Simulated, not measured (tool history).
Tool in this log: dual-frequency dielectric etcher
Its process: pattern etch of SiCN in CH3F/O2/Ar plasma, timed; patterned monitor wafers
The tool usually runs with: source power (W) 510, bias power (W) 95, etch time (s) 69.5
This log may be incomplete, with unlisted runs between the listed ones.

run,hour,source power (W),bias power (W),etch time (s),"read-back reference wafer on the same gauge, depth_nm",mean etch depth across the wafer (nm)
1,0,510,87,69.5,36.18,31.25
2,43.4,510,95,85.5,36.2,40.42
3,122.3,510,95,85.5,36.19,39.84
4,197.6,510,95,69.5,36.2,32.37
5,260.2,510,95,69.5,36.17,33.42
# hour 318.8: wet clean of the chamber
6,319.3,510,95,69.5,36.17,32.19
7,382.1,510,95,69.5,36.14,32.63
8,423.4,510,95,69.5,36.19,32.7
9,505.6,510,95,69.5,36.19,32.74
10,603.3,510,95,69.5,36.21,33.31
11,656.4,510,95,75,36.19,35.72

The next listed run, before its measurement:
# hour 696.1: wet clean of the chamber
12,730.5,510,95,69.5,?,?

read-back reference wafer on the same gauge, depth_nm: 36.2
mean etch depth across the wafer (nm): 32.25
With the hidden condition absent and the run-to-run variation left alone, this run would have shown mean etch depth across the wafer (nm) 32.32.
